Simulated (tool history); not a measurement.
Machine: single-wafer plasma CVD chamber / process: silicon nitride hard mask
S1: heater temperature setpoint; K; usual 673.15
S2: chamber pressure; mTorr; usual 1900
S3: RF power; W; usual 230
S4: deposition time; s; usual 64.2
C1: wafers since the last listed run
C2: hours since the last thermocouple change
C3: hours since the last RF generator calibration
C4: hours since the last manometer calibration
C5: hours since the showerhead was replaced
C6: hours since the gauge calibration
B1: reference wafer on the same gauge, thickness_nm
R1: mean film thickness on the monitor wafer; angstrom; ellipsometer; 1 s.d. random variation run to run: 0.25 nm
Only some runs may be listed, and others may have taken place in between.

run     day      S1    S2   S3    S4    C1      C2      C3      C4      C5      C6      B1      R1
  1       0  673.15  1900  230  64.2     0    1609    1312  2197.9   383.1  2233.4  64.737  624.55
      6.904  -- capacitance manometer re-zeroed and calibrated
      7.025  -- thermocouple changed; heater temperature recalibrated
  2  11.429  673.15  1900  230  64.2  3252   105.7  1586.3   108.6   657.4  2507.7   64.81   608.2
  3  14.896  673.15  1900  230  64.2  1027   188.9  1669.5   191.8   740.6  2590.9  64.887  614.87
  4  17.162  673.15  2230  230  64.2   671   243.3  1723.9   246.2     795  2645.3   64.83  640.97
  5  19.212  679.15  1900  230  71.4   607   292.5  1773.1   295.4   844.2  2694.5  64.695   672.6
  6  22.833  661.15  2020  210  57.6  1073   379.4    1860   382.3   931.1  2781.4  64.924  546.15
     24.608  -- RF generator calibrated
  7  24.625  673.15  2250  230  64.2   432   422.4     0.4   425.3   974.1  2824.4  64.902   661.7
  8  28.071  679.15  1760  230  64.2  1021   505.1    83.1     508  1056.8  2907.1  64.821  607.85
     30.883  -- gauge calibrated
  9  35.279  685.15  1730  230  64.2  2136   678.1   256.1     681  1229.8   105.5  64.851  601.31
 10  38.292  670.15  1900  245  64.2   892   750.4   328.4   753.3  1302.1   177.8  64.841  643.14
 11  40.238  681.15  1900  270  64.2   576   797.1   375.1     800  1348.8   224.5  64.788  667.28
 12  44.604  683.15  1730  215  60.7  1294   901.9   479.9   904.8  1453.6   329.3  64.742  557.56
 13  48.842  673.15  1630  230  64.2  1256  1003.6   581.6  1006.5  1555.3     431  64.707  589.77
 14  52.812  673.15  1900  230  64.2  1177  1098.9   676.9  1101.8  1650.6   526.3  64.728  629.61
 15  55.875  673.15  1900  230  64.2   907  1172.4   750.4  1175.3  1724.1   599.8  64.759  626.58
 16  57.488  673.15  2120  210  64.2   477  1211.1   789.1    1214  1762.8   638.5  64.794  628.72
 17  59.592  685.15  1900  215  64.2   623  1261.6   839.6  1264.5  1813.3     689   64.78  608.81
 18  63.817  673.15  1900  230  64.2  1252    1363     941  1365.9  1914.7   790.4  64.849  624.62
 19  66.479  679.15  1900  195  60.7   789  1426.9  1004.9  1429.8  1978.6   854.3  64.764  547.14
 20  69.129  683.15  2220  270  72.1   785  1490.5  1068.5  1493.4  2042.2   917.9  64.762  785.09
 21  71.854  673.15  1900  230  72.1   807  1555.9  1133.9  1558.8  2107.6   983.3  64.776  697.52
 22  73.408  673.15  1640  230  71.1   460  1593.2  1171.2  1596.1  2144.9  1020.6  64.758  655.23
 23  76.612  679.15  1900  195  60.7   949  1670.1  1248.1    1673  2221.8  1097.5  64.815  547.64
 24  78.154  673.15  1900  230  64.2   456  1707.1  1285.1    1710  2258.8  1134.5  64.789  626.58
 25  80.062  673.15  1900  230  64.2   565  1752.9  1330.9  1755.8  2304.6  1180.3  64.876  624.47
     81.283  -- thermocouple changed; heater temperature recalibrated
 26  82.062  673.15  2040  190  64.2   494    18.7  1378.9  1803.8  2352.6  1228.3  64.787  587.58
 27  84.288  673.15  1900  230  64.2   659    72.1  1432.3  1857.2    2406  1281.7  64.814  621.63

A few steps of R1 between consecutive runs. Split each: what settings, incoming material and random variation would produce without the hidden state, and what is left over for the hidden state, along with gauge scatter present in only one of the two compared results (measured, and without hidden state):
Unlogged tool condition in this case: wafer temperature above the value expected at the setpoint (K); delivered RF power above the setpoint (%); true pressure above the setpoint (%); gauge reads high (%).
Run 1 -> 2: capacitance manometer re-zeroed and calibrated, thermocouple changed; heater temperature recalibrated. R1 -16.35 angstrom: hidden state -11.85, all else -4.5.
Run 5 -> 6: S1 679.15 -> 661.15, S2 1900 -> 2020, S3 230 -> 210, S4 71.4 -> 57.6. R1 -126.45 angstrom: hidden state +2.13, all else -128.58.
Run 6 -> 7: S1 661.15 -> 673.15, S2 2020 -> 2250, S3 210 -> 230, S4 57.6 -> 64.2, RF generator calibrated. R1 +115.55 angstrom: hidden state +15.81, all else +99.74.
Run 19 -> 20: S1 679.15 -> 683.15, S2 1900 -> 2220, S3 195 -> 270, S4 60.7 -> 72.1. R1 +237.95 angstrom: hidden state -0.24, all else +238.19.

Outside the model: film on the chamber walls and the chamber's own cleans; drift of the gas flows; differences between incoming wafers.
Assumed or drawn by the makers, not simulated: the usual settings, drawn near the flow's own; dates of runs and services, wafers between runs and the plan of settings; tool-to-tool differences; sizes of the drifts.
